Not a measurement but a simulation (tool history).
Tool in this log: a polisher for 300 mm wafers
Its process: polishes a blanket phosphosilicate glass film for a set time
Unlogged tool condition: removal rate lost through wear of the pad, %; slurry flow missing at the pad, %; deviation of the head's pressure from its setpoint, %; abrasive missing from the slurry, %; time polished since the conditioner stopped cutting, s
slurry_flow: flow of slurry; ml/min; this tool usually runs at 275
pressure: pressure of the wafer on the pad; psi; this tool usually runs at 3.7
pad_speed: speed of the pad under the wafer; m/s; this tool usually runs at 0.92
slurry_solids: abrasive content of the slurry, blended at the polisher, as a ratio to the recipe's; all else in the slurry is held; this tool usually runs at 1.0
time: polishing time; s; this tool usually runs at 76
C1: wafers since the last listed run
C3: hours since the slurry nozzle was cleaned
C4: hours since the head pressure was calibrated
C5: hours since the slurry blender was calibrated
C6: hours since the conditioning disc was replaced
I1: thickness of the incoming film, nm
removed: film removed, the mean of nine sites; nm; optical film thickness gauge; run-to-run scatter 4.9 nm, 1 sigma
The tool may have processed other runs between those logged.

Run 1, hour 0.0: usual settings but time 61 s; C1 0; wafers polished on this pad 924; C3 556.2; C4 1014.8; C5 110.4; C6 138.5; I1 2655.8. Result: removed 631.5 nm.
Run 2, hour 9.3: usual settings but time 61 s; C1 59; wafers polished on this pad 984; C3 565.5; C4 1024.1; C5 119.7; C6 147.8; I1 2664.6. Result: removed 614.1 nm.
At hour 16.0: slurry blender recalibrated.
Run 3, hour 16.5: usual settings but time 61 s; C1 33; wafers polished on this pad 1017; C3 572.7; C4 1031.3; C5 0.5; C6 155.0; I1 2619.3. Result: removed 647.0 nm.
Run 4, hour 32.4: usual settings; C1 101; wafers polished on this pad 1119; C3 588.6; C4 1047.2; C5 16.4; C6 170.9; I1 2650.0. Result: removed 805.9 nm.
Run 5, hour 38.9: usual settings; C1 41; wafers polished on this pad 1160; C3 595.1; C4 1053.7; C5 22.9; C6 177.4; I1 2622.5. Result: removed 803.8 nm.
Run 6, hour 56.5: usual settings; C1 112; wafers polished on this pad 1273; C3 612.7; C4 1071.3; C5 40.5; C6 195.0; I1 2579.0. Result: removed 806.3 nm.
At hour 67.3: worn pad replaced by a new one.
Run 7, hour 74.2: usual settings; C1 87; wafers polished on this pad 43; C3 630.4; C4 1089.0; C5 58.2; C6 212.7; I1 2624.4. Result: removed 796.9 nm.
At hour 78.2: conditioning disc replaced and pad reconditioned.
Run 8, hour 91.0: usual settings but pressure 4.4 psi; C1 94; wafers polished on this pad 138; C3 647.2; C4 1105.8; C5 75.0; C6 12.8; I1 2623.5. Result: removed 930.6 nm.
Run 9, hour 103.5: usual settings; C1 79; wafers polished on this pad 218; C3 659.7; C4 1118.3; C5 87.5; C6 25.3; I1 2606.0. Result: removed 786.2 nm.
At hour 115.0: head pressure recalibrated.
At hour 117.7: slurry nozzle cleaned.
Run 10, hour 118.2: usual settings but slurry_flow 330 ml/min, slurry_solids 0.8, time 62 s; C1 74; wafers polished on this pad 293; C3 0.5; C4 3.2; C5 102.2; C6 40.0; I1 2643.9. Result: removed 562.8 nm.
Run 11, hour 132.0: usual settings but pad_speed 0.82 m/s; C1 88; wafers polished on this pad 381; C3 14.3; C4 17.0; C5 116.0; C6 53.8; I1 2603.9. Result: removed 711.8 nm.
Run 12, hour 138.0: usual settings but time 67 s; C1 38; wafers polished on this pad 419; C3 20.3; C4 23.0; C5 122.0; C6 59.8; I1 2609.4. Result: removed 677.7 nm.

Run 13, settings as shown, results not yet in. Your forecast:
At hour 143.9: slurry blender recalibrated.
Run 13, hour 151.5: usual settings but slurry_flow 330 ml/min; C1 73; wafers polished on this pad 493; C3 33.8; C4 36.5; C5 7.6; C6 73.3; I1 2609.9. Result: removed ?.

removed: 805.2 nm
The same run, on a tool lacking any hidden state, would have yielded removed 814.9 nm.
